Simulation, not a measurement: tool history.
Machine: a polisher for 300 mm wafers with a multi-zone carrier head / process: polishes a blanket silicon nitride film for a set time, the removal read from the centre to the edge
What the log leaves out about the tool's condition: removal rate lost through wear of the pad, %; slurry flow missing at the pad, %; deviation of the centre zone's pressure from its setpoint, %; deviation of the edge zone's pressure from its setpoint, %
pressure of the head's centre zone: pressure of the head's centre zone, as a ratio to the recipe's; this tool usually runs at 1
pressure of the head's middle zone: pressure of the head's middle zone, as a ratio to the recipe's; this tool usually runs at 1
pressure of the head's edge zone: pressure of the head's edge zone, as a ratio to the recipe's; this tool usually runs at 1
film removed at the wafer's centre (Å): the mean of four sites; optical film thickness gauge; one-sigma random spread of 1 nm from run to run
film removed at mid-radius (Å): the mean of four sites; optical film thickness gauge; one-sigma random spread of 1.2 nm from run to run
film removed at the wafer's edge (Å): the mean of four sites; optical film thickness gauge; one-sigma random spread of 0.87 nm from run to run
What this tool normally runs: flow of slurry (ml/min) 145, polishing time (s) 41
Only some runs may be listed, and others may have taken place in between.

run	day	flow of slurry (ml/min)	pressure of the head's centre zone	pressure of the head's middle zone	pressure of the head's edge zone	polishing time (s)	wafers since the last listed run	wafers polished on this pad	hours since the slurry nozzle was cleaned	hours since the centre zone pressure was calibrated	hours since the edge zone pressure was calibrated	hours since the carrier head's membrane was replaced	incoming thickness of the incoming film, nm	film removed at the wafer's centre (Å)	film removed at mid-radius (Å)	film removed at the wafer's edge (Å)
1	0	145	1	1	1	45	0	444	563.3	983.4	356.3	891	522.9	920	924	915
# day 0.433: worn pad replaced by a new one
2	0.612	145	1	1	1	45	79	31	578	998.1	371	905.7	515.8	900	911	907
3	1.325	145	1	1	1	41	126	158	595.1	1015.2	388.1	922.8	522	829	843	841
4	2.046	145	1	1	1	41	128	287	612.4	1032.5	405.4	940.1	530.3	814	848	828
5	2.733	145	1	1	1	41	122	409	628.9	1049	421.9	956.6	518.6	822	818	850
6	2.996	145	1	1	1	41	46	456	635.2	1055.3	428.2	962.9	522.1	832	832	832
# day 3.412: worn pad replaced by a new one
7	3.683	145	1	1	1	41	92	48	651.7	1071.8	444.7	979.4	515.4	844	828	826
8	4.55	145	1	1	1	41	154	202	672.5	1092.6	465.5	1000.2	520.8	832	859	813
9	4.917	145	1	1	1	41	65	268	681.3	1101.4	474.3	1009	520.3	842	851	834
# day 7.025: worn pad replaced by a new one
10	7.117	190	0.91	1.05	1	41	362	16	734.1	1154.2	527.1	1061.8	519.2	784	907	860
# day 7.2: slurry nozzle cleaned
# day 7.625: centre zone pressure recalibrated
11	7.85	130	1.07	1	1	41	108	124	15.6	5.4	544.7	1079.4	517.1	853	822	829
12	8.258	145	1.04	1.08	1.1	53	72	197	25.4	15.2	554.5	1089.2	510.8	1120	1184	1121
13	8.562	195	1	1.08	1	37	54	251	32.7	22.5	561.8	1096.5	525.2	767	835	772
# day 9.054: edge zone pressure recalibrated
# day 9.15: carrier head's membrane replaced by a new one
14	9.233	165	1	1	0.92	33	87	338	48.8	38.6	4.3	2	522.5	689	685	658
15	9.858	145	1	1	1.1	41	111	450	63.8	53.6	19.3	17	516.5	847	815	876
# day 10.308: worn pad replaced by a new one
16	10.55	190	0.91	1.05	1	41	93	43	80.4	70.2	35.9	33.6	513.9	777	902	858
17	10.854	145	1	1	1	30	54	97	87.7	77.5	43.2	40.9	523.8	616	618	605
18	11.133	145	1	1	1	41	49	147	94.4	84.2	49.9	47.6	523.6	816	829	851
19	11.496	105	1	1	1	41	64	211	103.1	92.9	58.6	56.3	518.5	777	796	812

Consider 4 possible next runs. They are alternatives, not a sequence: every one starts from the tool as it was left by run 19. What does each give?
A	11.512	145	1	1	1	41	2	214	103.5	93.3	59	56.7	527.4	?	?	?
B	11.512	190	1.1	0.9	1	41	2	214	103.5	93.3	59	56.7	527.4	?	?	?
C	11.512	125	0.95	0.88	1	51	2	214	103.5	93.3	59	56.7	527.4	?	?	?
D	11.512	145	1.1	1.05	0.95	50	2	214	103.5	93.3	59	56.7	527.4	?	?	?

run	film removed at the wafer's centre (Å)	film removed at mid-radius (Å)	film removed at the wafer's edge (Å)
A	810	850	843
B	929	807	867
C	931	929	1034
D	1087	1080	1005
Had the tool no hidden state, the same runs would have come out as:
run	film removed at the wafer's centre (Å)	film removed at mid-radius (Å)	film removed at the wafer's edge (Å)
A	810	850	843
B	929	807	867
C	931	929	1034
D	1087	1080	1005
